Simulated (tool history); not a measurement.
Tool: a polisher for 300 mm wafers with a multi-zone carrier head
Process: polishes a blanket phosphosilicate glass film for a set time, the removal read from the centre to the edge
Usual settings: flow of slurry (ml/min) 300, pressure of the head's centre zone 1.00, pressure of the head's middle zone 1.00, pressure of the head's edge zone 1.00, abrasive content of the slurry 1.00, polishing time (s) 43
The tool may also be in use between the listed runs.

run    hour  flow of slurry (ml/min)  pressure of the head's centre zone  pressure of the head's middle zone  pressure of the head's edge zone  abrasive content of the slurry  polishing time (s)  incoming thickness of the incoming film, nm  film removed at the wafer's centre (nm)  film removed at mid-radius (nm)  film removed at the wafer's edge (nm)
  1     0.0                      300                                1.00                                1.00                              0.90                            0.90                  43                                       2419.5                                    337.5                            349.7                                  349.9
       73.5  -- carrier head's membrane replaced by a new one
  2    87.7                      300                                1.00                                1.00                              1.00                            1.00                  43                                       2388.8                                    351.9                            367.3                                  380.5
      127.0  -- worn pad replaced by a new one
  3   147.5                      300                                1.05                                1.00                              0.95                            1.00                  43                                       2413.5                                    372.0                            372.2                                  370.1
  4   195.7                      300                                1.00                                0.97                              1.00                            1.00                  43                                       2366.7                                    350.0                            358.3                                  377.6
      222.5  -- edge zone pressure recalibrated
  5   297.8                      300                                1.00                                1.00                              1.00                            1.00                  43                                       2411.9                                    344.0                            368.5                                  377.6
  6   391.7                      300                                1.00                                1.00                              1.00                            1.00                  43                                       2418.5                                    351.8                            372.3                                  371.6
  7   439.7                      300                                1.00                                0.94                              0.94                            0.85                  43                                       2398.2                                    320.4                            324.8                                  338.1
      502.1  -- slurry nozzle cleaned
  8   517.7                      300                                0.93                                1.00                              1.00                            0.90                  43                                       2407.8                                    301.4                            363.1                                  356.7
  9   592.0                      300                                1.00                                1.00                              1.00                            1.00                  39                                       2377.2                                    315.3                            340.4                                  339.4
 10   629.8                      300                                1.00                                1.12                              1.00                            0.75                  43                                       2403.8                                    299.7                            351.6                                  332.6
 11   695.4                      390                                1.00                                1.00                              1.00                            0.75                  48                                       2406.3                                    347.0                            359.5                                  365.7
 12   748.9                      300                                1.00                                1.00                              1.04                            1.00                  43                                       2367.2                                    349.3                            371.8                                  380.1
      799.4  -- worn pad replaced by a new one
 13   832.6                      300                                1.00                                1.00                              1.00                            1.00                  43                                       2380.7                                    342.8                            371.4                                  380.4
      870.6  -- carrier head's membrane replaced by a new one
 14   875.4                      325                                1.00                                0.93                              1.11                            1.00                  43                                       2394.9                                    348.7                            350.1                                  394.7
      887.3  -- centre zone pressure recalibrated
 15   971.0                      300                                0.96                                1.00                              1.00                            1.00                  43                                       2406.4                                    352.2                            369.5                                  381.4
 16  1044.5                      300                                1.00                                1.00                              1.00                            0.70                  57                                       2424.8                                    404.7                            411.4                                  415.0
 17  1081.6                      300                                1.00                                1.00                              1.00                            1.00                  34                                       2364.2                                    284.4                            299.9                                  300.9
 18  1129.5                      300                                1.00                                0.97                              1.00                            1.00                  43                                       2406.2                                    353.7                            358.4                                  370.6
 19  1186.0                      300                                1.00                                1.00                              1.00                            1.00                  29                                       2380.9                                    242.9                            250.4                                  254.0
     1301.5  -- slurry nozzle cleaned
 20  1305.0                      300                                1.00                                1.00                              1.00                            1.00                  43                                       2410.0                                    352.2                            369.2                                  383.5
     1320.9  -- edge zone pressure recalibrated
 21  1409.5                      300                                1.00                                1.00                              1.00                            1.00                  43                                       2399.3                                    354.8                            367.8                                  375.8
     1415.2  -- worn pad replaced by a new one
     1649.1  -- carrier head's membrane replaced by a new one
 22  1700.7                      400                                1.07                                1.07                              1.00                            1.00                  43                                       2368.5                                    386.4                            395.5                                  384.3

Measured less the same run without the tool's hidden state. The same run-to-run variation is in both; the gauge's scatter may not be:
The hidden state here: removal rate lost through wear of the pad, %; slurry flow missing at the pad, %; deviation of the centre zone's pressure from its setpoint, %; deviation of the edge zone's pressure from its setpoint, %.
run  film removed at the wafer's centre (nm)
  1                                    -16.8
  2                                    -19.0
  3                                    -20.7
  4                                    -20.1
  5                                    -20.8
  6                                    -22.0
  7                                    -20.4
  8                                    -19.6
  9                                    -20.8
 10                                    -19.8
 11                                    -23.3
 12                                    -23.6
 13                                    -23.4
 14                                    -24.0
 15                                     -4.0
 16                                     -7.9
 17                                     -6.6
 18                                     -9.8
 19                                     -7.8
 20                                    -14.3
 21                                    -16.5
 22                                    -21.7
film removed at mid-radius (nm): within 0.2 of the measured result in every run.
film removed at the wafer's edge (nm): 0 in every run.
